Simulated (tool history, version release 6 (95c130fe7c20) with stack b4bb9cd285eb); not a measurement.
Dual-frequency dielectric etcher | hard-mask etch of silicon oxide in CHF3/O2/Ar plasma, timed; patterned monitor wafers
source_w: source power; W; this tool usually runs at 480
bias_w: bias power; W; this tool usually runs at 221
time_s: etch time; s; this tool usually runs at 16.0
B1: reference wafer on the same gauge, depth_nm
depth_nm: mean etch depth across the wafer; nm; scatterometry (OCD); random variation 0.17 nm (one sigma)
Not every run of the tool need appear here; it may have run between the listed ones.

run 1 hour=0.0 | source_w=480 bias_w=221 time_s=16.0 | B1=34.51 | depth_nm=30.68
run 2 hour=28.3 | source_w=540 bias_w=182 time_s=16.0 | B1=34.55 | depth_nm=30.52
run 3 hour=41.8 | source_w=480 bias_w=221 time_s=16.0 | B1=34.53 | depth_nm=31.15
run 4 hour=57.6 | source_w=480 bias_w=221 time_s=16.0 | B1=34.49 | depth_nm=30.89
run 5 hour=78.3 | source_w=480 bias_w=221 time_s=16.0 | B1=34.44 | depth_nm=30.99
run 6 hour=96.2 | source_w=480 bias_w=221 time_s=16.0 | B1=34.45 | depth_nm=31.04
run 7 hour=127.7 | source_w=480 bias_w=221 time_s=16.0 | B1=34.57 | depth_nm=31.07
-- hour=154.5 bias power generator calibrated
run 8 hour=156.2 | source_w=550 bias_w=221 time_s=16.0 | B1=34.51 | depth_nm=33.60
run 9 hour=176.9 | source_w=540 bias_w=221 time_s=13.0 | B1=34.49 | depth_nm=27.09
run 10 hour=211.0 | source_w=480 bias_w=221 time_s=16.0 | B1=34.48 | depth_nm=31.26
run 11 hour=241.9 | source_w=560 bias_w=221 time_s=16.0 | B1=34.50 | depth_nm=34.06
-- hour=289.8 wet clean of the chamber
run 12 hour=290.3 | source_w=550 bias_w=201 time_s=19.5 | B1=34.48 | depth_nm=40.88
run 13 hour=290.6 | source_w=380 bias_w=191 time_s=18.0 | B1=34.46 | depth_nm=29.87
run 14 hour=317.4 | source_w=420 bias_w=188 time_s=19.5 | B1=34.47 | depth_nm=34.06
run 15 hour=351.3 | source_w=440 bias_w=190 time_s=19.0 | B1=34.51 | depth_nm=34.47
run 16 hour=371.9 | source_w=540 bias_w=221 time_s=13.0 | B1=34.43 | depth_nm=27.68
run 17 hour=404.3 | source_w=480 bias_w=221 time_s=16.0 | B1=34.50 | depth_nm=32.25
run 18 hour=425.8 | source_w=590 bias_w=194 time_s=16.0 | B1=34.47 | depth_nm=34.11
-- hour=445.9 gauge calibrated
run 19 hour=452.3 | source_w=480 bias_w=221 time_s=16.0 | B1=34.50 | depth_nm=32.38
-- hour=478.1 wet clean of the chamber, repeated, since the last time left the tool worse
run 20 hour=478.6 | source_w=440 bias_w=190 time_s=19.0 | B1=34.54 | depth_nm=32.13
run 21 hour=500.1 | source_w=480 bias_w=262 time_s=13.5 | B1=34.54 | depth_nm=27.28
run 22 hour=529.6 | source_w=510 bias_w=251 time_s=16.0 | B1=34.53 | depth_nm=32.89
run 23 hour=559.4 | source_w=480 bias_w=178 time_s=19.5 | B1=34.45 | depth_nm=34.15
run 24 hour=582.4 | source_w=420 bias_w=266 time_s=19.5 | B1=34.46 | depth_nm=37.21
run 25 hour=603.1 | source_w=480 bias_w=221 time_s=19.0 | B1=34.54 | depth_nm=36.45
run 26 hour=632.0 | source_w=430 bias_w=241 time_s=13.0 | B1=34.49 | depth_nm=23.97
run 27 hour=660.4 | source_w=480 bias_w=221 time_s=16.0 | B1=34.55 | depth_nm=30.72
run 28 hour=722.6 | source_w=580 bias_w=221 time_s=16.0 | B1=34.46 | depth_nm=33.81
run 29 hour=750.2 | source_w=540 bias_w=221 time_s=16.0 | B1=34.57 | depth_nm=32.60

Predict each of these 5 candidate next runs independently; none follows another, all start after run 29:
run A hour=750.6 | source_w=480 bias_w=221 time_s=16.0 | B1=? | depth_nm=?
run B hour=750.6 | source_w=480 bias_w=221 time_s=14.0 | B1=? | depth_nm=?
run C hour=750.6 | source_w=420 bias_w=221 time_s=18.5 | B1=? | depth_nm=?
run D hour=750.6 | source_w=570 bias_w=187 time_s=20.5 | B1=? | depth_nm=?
run E hour=750.6 | source_w=480 bias_w=247 time_s=14.0 | B1=? | depth_nm=?

run=A B1=34.47 depth_nm=30.95
run=B B1=34.47 depth_nm=27.09
run=C B1=34.47 depth_nm=33.17
run=D B1=34.47 depth_nm=40.82
run=E B1=34.47 depth_nm=28.28
With the hidden condition removed and each run's random variation left untouched, the same runs would have given:
run=A depth_nm=30.50
run=B depth_nm=26.68
run=C depth_nm=32.68
run=D depth_nm=40.21
run=E depth_nm=27.86
